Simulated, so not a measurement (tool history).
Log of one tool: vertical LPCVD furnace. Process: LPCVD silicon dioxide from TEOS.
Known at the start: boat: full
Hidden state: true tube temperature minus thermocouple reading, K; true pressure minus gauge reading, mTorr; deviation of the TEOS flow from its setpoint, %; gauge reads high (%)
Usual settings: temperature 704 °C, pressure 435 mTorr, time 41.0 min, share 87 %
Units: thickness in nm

| run | day | temperature | pressure | time | share | wafers since the last listed run | hours since the last temperature calibration | hours since the pressure gauge was zeroed | hours since the TEOS flow controller was replaced | hours since the gauge calibration | read-back reference wafer on the same gauge, thickness | thickness |
|---|---|---|---|---|---|---|---|---|---|---|---|---|
| 1 | 0.000 | 704 | 435 | 52.5 | 87 | 0 | 1548.4 | 1848.2 | 1355.5 | 109.5 | 460.53 | 538.23 |
| 2 | 1.525 | 704 | 435 | 41.0 | 87 | 860 | 1585.0 | 1884.8 | 1392.1 | 146.1 | 460.51 | 422.36 |
| 3 | 4.825 | 704 | 510 | 41.0 | 87 | 1862 | 1664.2 | 1964.0 | 1471.3 | 225.3 | 460.59 | 457.43 |
| 4 | 7.846 | 704 | 510 | 41.0 | 87 | 1704 | 1736.7 | 2036.5 | 1543.8 | 297.8 | 460.13 | 458.03 |
| 5 | 11.412 | 704 | 510 | 41.0 | 87 | 2012 | 1822.3 | 2122.1 | 1629.4 | 383.4 | 460.87 | 454.72 |
| 6 | 15.796 | 704 | 480 | 41.0 | 87 | 2473 | 1927.5 | 2227.3 | 1734.6 | 488.6 | 460.61 | 441.15 |
| 7 | 18.533 | 704 | 480 | 41.0 | 87 | 1544 | 1993.2 | 2293.0 | 1800.3 | 554.3 | 460.91 | 440.04 |
| 8 | 22.204 | 704 | 435 | 41.0 | 87 | 2071 | 2081.3 | 2381.1 | 1888.4 | 642.4 | 460.35 | 420.23 |
| 9 | 25.558 | 704 | 520 | 41.0 | 87 | 1893 | 2161.8 | 2461.6 | 1968.9 | 722.9 | 461.43 | 462.49 |
| 10 | 28.888 | 704 | 520 | 41.0 | 87 | 1878 | 2241.7 | 2541.5 | 2048.8 | 802.8 | 460.41 | 459.93 |
| 11 | 32.400 | 704 | 435 | 41.0 | 87 | 1982 | 2326.0 | 2625.8 | 2133.1 | 887.1 | 462.00 | 419.04 |
|  | 35.308 | pressure gauge zeroed |
| 12 | 35.329 | 704 | 435 | 41.0 | 87 | 1088 | 2396.3 | 0.5 | 2203.4 | 957.4 | 461.61 | 426.15 |
| 13 | 36.858 | 704 | 460 | 47.0 | 87 | 863 | 2433.0 | 37.2 | 2240.1 | 994.1 | 461.87 | 504.99 |
| 14 | 38.367 | 704 | 435 | 41.0 | 87 | 851 | 2469.2 | 73.4 | 2276.3 | 1030.3 | 461.21 | 427.48 |
|  | 39.375 | TEOS flow controller replaced |
| 15 | 42.508 | 715 | 335 | 35.5 | 87 | 1773 | 2568.6 | 172.8 | 75.2 | 1129.7 | 460.78 | 416.82 |
| 16 | 45.317 | 693 | 500 | 41.0 | 97 | 1584 | 2636.0 | 240.2 | 142.6 | 1197.1 | 460.93 | 375.32 |
|  | 45.812 | gauge calibrated |
| 17 | 49.792 | 704 | 435 | 31.0 | 87 | 2525 | 2743.4 | 347.6 | 250.0 | 95.5 | 460.61 | 319.53 |
| 18 | 52.579 | 704 | 435 | 41.0 | 87 | 1573 | 2810.3 | 414.5 | 316.9 | 162.4 | 461.69 | 422.60 |
| 19 | 56.342 | 704 | 470 | 51.0 | 87 | 2123 | 2900.6 | 504.8 | 407.2 | 252.7 | 460.78 | 553.51 |
| 20 | 60.783 | 714 | 365 | 54.0 | 94 | 2506 | 3007.2 | 611.4 | 513.8 | 359.3 | 461.80 | 661.78 |
|  | 64.408 | thermocouples replaced and temperature profile calibrated |
| 21 | 64.429 | 704 | 435 | 41.0 | 75 | 1493 | 0.5 | 698.9 | 601.3 | 446.8 | 460.80 | 391.98 |
| 22 | 67.483 | 704 | 435 | 41.0 | 96 | 1723 | 73.8 | 772.2 | 674.6 | 520.1 | 460.44 | 447.08 |
| 23 | 69.929 | 694 | 435 | 52.0 | 87 | 1380 | 132.5 | 830.9 | 733.3 | 578.8 | 460.37 | 424.63 |
| 24 | 73.908 | 693 | 365 | 41.0 | 80 | 2245 | 228.0 | 926.4 | 828.8 | 674.3 | 460.66 | 287.88 |
| 25 | 76.462 | 704 | 435 | 31.0 | 87 | 1441 | 289.3 | 987.7 | 890.1 | 735.6 | 460.39 | 316.27 |
| 26 | 80.562 | 704 | 535 | 41.0 | 74 | 2313 | 387.7 | 1086.1 | 988.5 | 834.0 | 460.68 | 428.26 |
| 27 | 82.608 | 707 | 435 | 57.0 | 87 | 1154 | 436.8 | 1135.2 | 1037.6 | 883.1 | 461.18 | 621.19 |
| 28 | 85.317 | 693 | 500 | 41.0 | 97 | 1528 | 501.8 | 1200.2 | 1102.6 | 948.1 | 460.89 | 368.94 |
| 29 | 87.538 | 704 | 340 | 41.0 | 87 | 1253 | 555.1 | 1253.5 | 1155.9 | 1001.4 | 460.65 | 368.26 |
| 30 | 90.550 | 704 | 435 | 41.0 | 87 | 1700 | 627.4 | 1325.8 | 1228.2 | 1073.7 | 461.45 | 418.80 |
| 31 | 94.275 | 704 | 435 | 49.5 | 87 | 2102 | 716.8 | 1415.2 | 1317.6 | 1163.1 | 461.09 | 509.18 |
|  | 94.292 | gauge calibrated |
| 32 | 97.508 | 704 | 435 | 52.5 | 87 | 1824 | 794.4 | 1492.8 | 1395.2 | 77.2 | 462.27 | 537.18 |

3 ways to go on from here, each from the tool as it stands after run 32. What would each give?
| A | 97.671 | 704 | 435 | 47.0 | 87 | 91 | 798.3 | 1496.7 | 1399.1 | 81.1 | ? | ? |
| B | 97.671 | 700 | 435 | 41.0 | 87 | 91 | 798.3 | 1496.7 | 1399.1 | 81.1 | ? | ? |
| C | 97.671 | 704 | 435 | 48.5 | 87 | 91 | 798.3 | 1496.7 | 1399.1 | 81.1 | ? | ? |

| run | read-back reference wafer on the same gauge, thickness | thickness |
|---|---|---|
| A | 461.23 | 480.89 |
| B | 461.23 | 382.38 |
| C | 461.23 | 496.24 |
Without the tool's hidden state the same runs would have given:
| run | thickness |
|---|---|
| A | 492.84 |
| B | 391.88 |
| C | 508.56 |
